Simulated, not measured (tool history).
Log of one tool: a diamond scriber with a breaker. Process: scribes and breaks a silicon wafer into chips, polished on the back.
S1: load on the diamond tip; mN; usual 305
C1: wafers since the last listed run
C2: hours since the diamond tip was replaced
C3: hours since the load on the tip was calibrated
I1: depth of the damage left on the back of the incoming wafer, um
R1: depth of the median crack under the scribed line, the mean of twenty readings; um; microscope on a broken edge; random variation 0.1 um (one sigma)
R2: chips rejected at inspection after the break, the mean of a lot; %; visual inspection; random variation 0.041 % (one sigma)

run 1 day=0.000 | S1=364 | C1=0 C2=278.0 C3=1257.4 | I1=0.03 | R1=7.12 R2=1.78
-- day=3.467 diamond tip replaced by a new one
run 2 day=4.417 | S1=364 | C1=302 C2=22.8 C3=1363.4 | I1=0.04 | R1=7.22 R2=1.84
run 3 day=6.067 | S1=364 | C1=115 C2=62.4 C3=1403.0 | I1=0.01 | R1=7.12 R2=1.73
run 4 day=8.892 | S1=305 | C1=197 C2=130.2 C3=1470.8 | I1=0.01 | R1=6.48 R2=0.90
run 5 day=10.717 | S1=305 | C1=127 C2=174.0 C3=1514.6 | I1=0.02 | R1=6.50 R2=0.94
run 6 day=14.933 | S1=305 | C1=294 C2=275.2 C3=1615.8 | I1=0.02 | R1=6.73 R2=0.95
run 7 day=18.317 | S1=376 | C1=235 C2=356.4 C3=1697.0 | I1=0.02 | R1=7.36 R2=2.09
-- day=18.442 diamond tip replaced by a new one
run 8 day=21.233 | S1=354 | C1=197 C2=67.0 C3=1767.0 | I1=0.02 | R1=7.36 R2=1.49
run 9 day=24.946 | S1=361 | C1=258 C2=156.1 C3=1856.1 | I1=0.04 | R1=7.40 R2=1.86
-- day=26.467 load on the tip recalibrated
run 10 day=27.471 | S1=364 | C1=170 C2=216.7 C3=24.1 | I1=0.03 | R1=7.20 R2=1.90
run 11 day=31.642 | S1=305 | C1=290 C2=316.8 C3=124.2 | I1=0.01 | R1=6.58 R2=1.04
-- day=34.058 diamond tip replaced by a new one
run 12 day=34.346 | S1=282 | C1=182 C2=6.9 C3=189.1 | I1=0.03 | R1=6.26 R2=1.12
run 13 day=37.279 | S1=372 | C1=204 C2=77.3 C3=259.5 | I1=0.03 | R1=7.43 R2=2.08
run 14 day=39.917 | S1=269 | C1=183 C2=140.6 C3=322.8 | I1=0.03 | R1=6.14 R2=1.50
run 15 day=41.608 | S1=268 | C1=117 C2=181.2 C3=363.4 | I1=0.02 | R1=6.02 R2=1.38
run 16 day=43.900 | S1=395 | C1=159 C2=236.2 C3=418.4 | I1=0.04 | R1=7.41 R2=3.07

The tool's hidden state at each run:
share of the diamond tip's cutting effectiveness lost through wear, %: 0 in every run
deviation of the load on the tip from its setpoint, %: 0 in every run
